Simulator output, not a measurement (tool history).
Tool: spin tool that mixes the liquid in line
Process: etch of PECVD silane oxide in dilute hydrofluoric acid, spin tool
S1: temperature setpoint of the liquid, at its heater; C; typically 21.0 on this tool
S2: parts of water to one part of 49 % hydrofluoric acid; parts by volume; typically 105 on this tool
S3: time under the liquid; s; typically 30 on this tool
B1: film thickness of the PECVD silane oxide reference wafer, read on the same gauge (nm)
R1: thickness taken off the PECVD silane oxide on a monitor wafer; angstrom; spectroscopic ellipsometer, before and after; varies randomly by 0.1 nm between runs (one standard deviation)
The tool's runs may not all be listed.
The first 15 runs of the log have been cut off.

{"run": 16, "hour": 494.3, "S1": 18.5, "S2": 125, "S3": 40, "B1": 29.96, "R1": 125.0}
{"run": 17, "hour": 519.8, "S1": 19.5, "S2": 55, "S3": 30, "B1": 29.97, "R1": 242.1}
{"run": 18, "hour": 532.9, "S1": 25.0, "S2": 105, "S3": 30, "B1": 30.03, "R1": 147.9}
{"run": 19, "hour": 566.8, "S1": 23.5, "S2": 65, "S3": 25, "B1": 30.02, "R1": 197.4}
{"run": 20, "hour": 590.7, "S1": 18.0, "S2": 80, "S3": 40, "B1": 29.99, "R1": 202.0}
{"run": 21, "hour": 610.3, "S1": 23.0, "S2": 60, "S3": 15, "B1": 29.97, "R1": 128.6}
{"run": 22, "hour": 635.2, "S1": 21.0, "S2": 105, "S3": 30, "B1": 30.02, "R1": 125.3}
{"run": 23, "hour": 651.5, "S1": 21.0, "S2": 150, "S3": 30, "B1": 29.99, "R1": 82.8}
{"run": 24, "hour": 683.7, "S1": 21.0, "S2": 140, "S3": 35, "B1": 29.96, "R1": 105.3}
{"run": 25, "hour": 717.2, "S1": 22.5, "S2": 70, "S3": 20, "B1": 29.99, "R1": 142.0}
{"run": 26, "hour": 806.6, "S1": 17.0, "S2": 60, "S3": 30, "B1": 30.04, "R1": 198.1}
{"run": 27, "hour": 819.1, "S1": 26.0, "S2": 105, "S3": 40, "B1": 29.98, "R1": 205.3}
{"run": 28, "hour": 832.7, "S1": 21.0, "S2": 105, "S3": 30, "B1": 29.99, "R1": 127.0}
{"run": 29, "hour": 882.2, "S1": 21.0, "S2": 105, "S3": 30, "B1": 29.98, "R1": 125.2}
{"run": 30, "hour": 913.8, "S1": 17.0, "S2": 105, "S3": 30, "B1": 29.99, "R1": 107.1}
{"run": 31, "hour": 946.8, "S1": 23.0, "S2": 145, "S3": 30, "B1": 29.99, "R1": 93.9}
{"run": 32, "hour": 964.6, "S1": 24.5, "S2": 130, "S3": 30, "B1": 29.99, "R1": 114.4}
{"run": 33, "hour": 998.1, "S1": 19.0, "S2": 105, "S3": 15, "B1": 30.01, "R1": 58.5}

Forecast each of these 4 alternatives for the next run:
{"run": "A", "hour": 998.5, "S1": 25.5, "S2": 105, "S3": 30, "B1": "?", "R1": "?"}
{"run": "B", "hour": 998.5, "S1": 17.0, "S2": 145, "S3": 30, "B1": "?", "R1": "?"}
{"run": "C", "hour": 998.5, "S1": 21.0, "S2": 75, "S3": 30, "B1": "?", "R1": "?"}
{"run": "D", "hour": 998.5, "S1": 21.0, "S2": 65, "S3": 30, "B1": "?", "R1": "?"}

run=A B1=29.94 R1=150.5
run=B B1=29.94 R1=74.2
run=C B1=29.94 R1=182.4
run=D B1=29.94 R1=213.0
What these runs would have given with no unlogged condition in the tool:
run=A R1=150.5
run=B R1=74.2
run=C R1=182.4
run=D R1=213.0

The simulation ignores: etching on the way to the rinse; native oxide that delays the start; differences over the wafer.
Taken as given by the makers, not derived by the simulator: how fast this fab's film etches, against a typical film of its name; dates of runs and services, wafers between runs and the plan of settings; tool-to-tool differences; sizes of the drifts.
